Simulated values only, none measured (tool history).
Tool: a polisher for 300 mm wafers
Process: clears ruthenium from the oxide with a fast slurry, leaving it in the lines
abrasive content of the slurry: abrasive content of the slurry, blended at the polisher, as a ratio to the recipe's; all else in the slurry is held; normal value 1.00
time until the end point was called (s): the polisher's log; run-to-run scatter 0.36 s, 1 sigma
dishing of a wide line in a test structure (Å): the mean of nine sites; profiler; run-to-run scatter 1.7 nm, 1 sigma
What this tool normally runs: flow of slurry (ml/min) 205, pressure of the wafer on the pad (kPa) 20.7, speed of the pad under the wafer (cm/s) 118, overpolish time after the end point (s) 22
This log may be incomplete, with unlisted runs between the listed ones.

run    hour  flow of slurry (ml/min)  pressure of the wafer on the pad (kPa)  speed of the pad under the wafer (cm/s)  abrasive content of the slurry  overpolish time after the end point (s)  wafers since the last listed run  wafers polished on this pad  hours since the slurry nozzle was cleaned  hours since the head pressure was calibrated  hours since the slurry blender was calibrated  incoming thickness of the incoming film, nm  time until the end point was called (s)  dishing of a wide line in a test structure (Å)
  1     0.0                      205                                    20.7                                      118                            1.00                                       14                                 0                          930                                      169.8                                         842.2                                           58.5                                        119.0                                     20.5                                             696
  2    60.8                      205                                    20.7                                      118                            1.00                                       14                               699                         1630                                      230.6                                         903.0                                          119.3                                        119.7                                     21.2                                             698
  3   147.6                      205                                    20.7                                      118                            0.95                                       22                               999                         2629                                      317.4                                         989.8                                          206.1                                        118.6                                     20.8                                             987
  4   253.7                      205                                    20.7                                      118                            0.95                                       22                              1221                         3850                                      423.5                                        1095.9                                          312.2                                        119.8                                     20.6                                             963
      266.2  -- worn pad replaced by a new one
  5   298.5                      205                                    20.7                                      118                            1.00                                       22                               469                          371                                      468.3                                        1140.7                                          357.0                                        118.8                                     19.6                                             973
      318.6  -- slurry blender recalibrated
  6   348.6                      205                                    20.7                                      118                            1.00                                       22                               553                          925                                      518.4                                        1190.8                                           30.0                                        119.4                                     20.1                                            1006
      366.5  -- slurry nozzle cleaned
  7   452.8                      205                                    20.7                                      118                            1.00                                       22                              1187                         2113                                       86.3                                        1295.0                                          134.2                                        120.8                                     20.3                                            1038
  8   557.8                      205                                    20.7                                      118                            1.00                                       22                              1208                         3321                                      191.3                                        1400.0                                          239.2                                        119.3                                     19.8                                            1017
  9   600.8                      205                                    20.7                                      118                            1.00                                       13                               494                         3816                                      234.3                                        1443.0                                          282.2                                        122.0                                     19.9                                             707
 10   655.6                      205                                    20.7                                      118                            1.00                                       13                               630                         4447                                      289.1                                        1497.8                                          337.0                                        119.6                                     19.2                                             717
      688.8  -- slurry blender recalibrated
      692.4  -- worn pad replaced by a new one
 11   744.4                      205                                    20.7                                      118                            1.00                                       22                               957                          598                                      377.9                                        1586.6                                           55.6                                        118.5                                     19.0                                            1037
      800.3  -- head pressure recalibrated
 12   815.7                      205                                    20.7                                      108                            1.00                                       22                               797                         1396                                      449.2                                          15.4                                          126.9                                        119.7                                     23.4                                             917
      848.5  -- slurry nozzle cleaned
 13   879.8                      205                                    20.7                                      108                            1.00                                       22                               726                         2122                                       31.3                                          79.5                                          191.0                                        118.9                                     22.9                                             898
 14   921.8                      205                                    20.7                                       78                            1.00                                       31                               483                         2606                                       73.3                                         121.5                                          233.0                                        121.4                                     33.2                                             920
 15   987.8                      275                                    20.7                                       82                            1.15                                       19                               759                         3365                                      139.3                                         187.5                                          299.0                                        119.3                                     26.3                                             739
     1035.7  -- slurry blender recalibrated
     1043.3  -- worn pad replaced by a new one
 16  1082.1                      205                                    20.7                                       78                            1.00                                       22                              1016                          446                                      233.6                                         281.8                                           46.4                                        119.2                                     31.6                                             726
 17  1161.3                      225                                    20.7                                      118                            0.70                                       22                               911                         1357                                      312.8                                         361.0                                          125.6                                        120.0                                     31.0                                             712
 18  1198.8                      205                                    20.7                                      118                            0.95                                       22                               431                         1789                                      350.3                                         398.5                                          163.1                                        120.0                                     21.6                                             926
 19  1237.5                      205                                    20.7                                      118                            1.00                                       22                               445                         2235                                      389.0                                         437.2                                          201.8                                        120.6                                     21.7                                             974
 20  1322.9                      205                                    20.7                                      118                            0.95                                       22                               983                         3218                                      474.4                                         522.6                                          287.2                                        117.9                                     20.9                                             929
     1373.3  -- slurry nozzle cleaned
 21  1415.1                      235                                    17.9                                      118                            1.00                                       22                              1049                         4267                                       41.8                                         614.8                                          379.4                                        118.9                                     23.2                                             921
     1419.8  -- worn pad replaced by a new one
     1461.7  -- slurry blender recalibrated
 22  1520.3                      205                                    20.7                                       80                            1.00                                       27                              1141                         1134                                      147.0                                         720.0                                           58.6                                        119.2                                     30.1                                             874
 23  1615.9                      205                                    20.7                                      108                            1.00                                       22                              1100                         2234                                      242.6                                         815.6                                          154.2                                        121.4                                     23.1                                             922
 24  1706.2                      205                                    20.7                                      118                            1.00                                       22                              1039                         3274                                      332.9                                         905.9                                          244.5                                        121.5                                     20.6                                             990

The next listed run, before its measurement:
 25  1763.4                      250                                    20.7                                       96                            1.00                                       22                               658                         3932                                      390.1                                         963.1                                          301.7                                        118.5                                        ?                                               ?

time until the end point was called (s): 24.5
dishing of a wide line in a test structure (Å): 863
With no hidden state in the tool, this same run would have given time until the end point was called (s) 25.9, dishing of a wide line in a test structure (Å) 828.
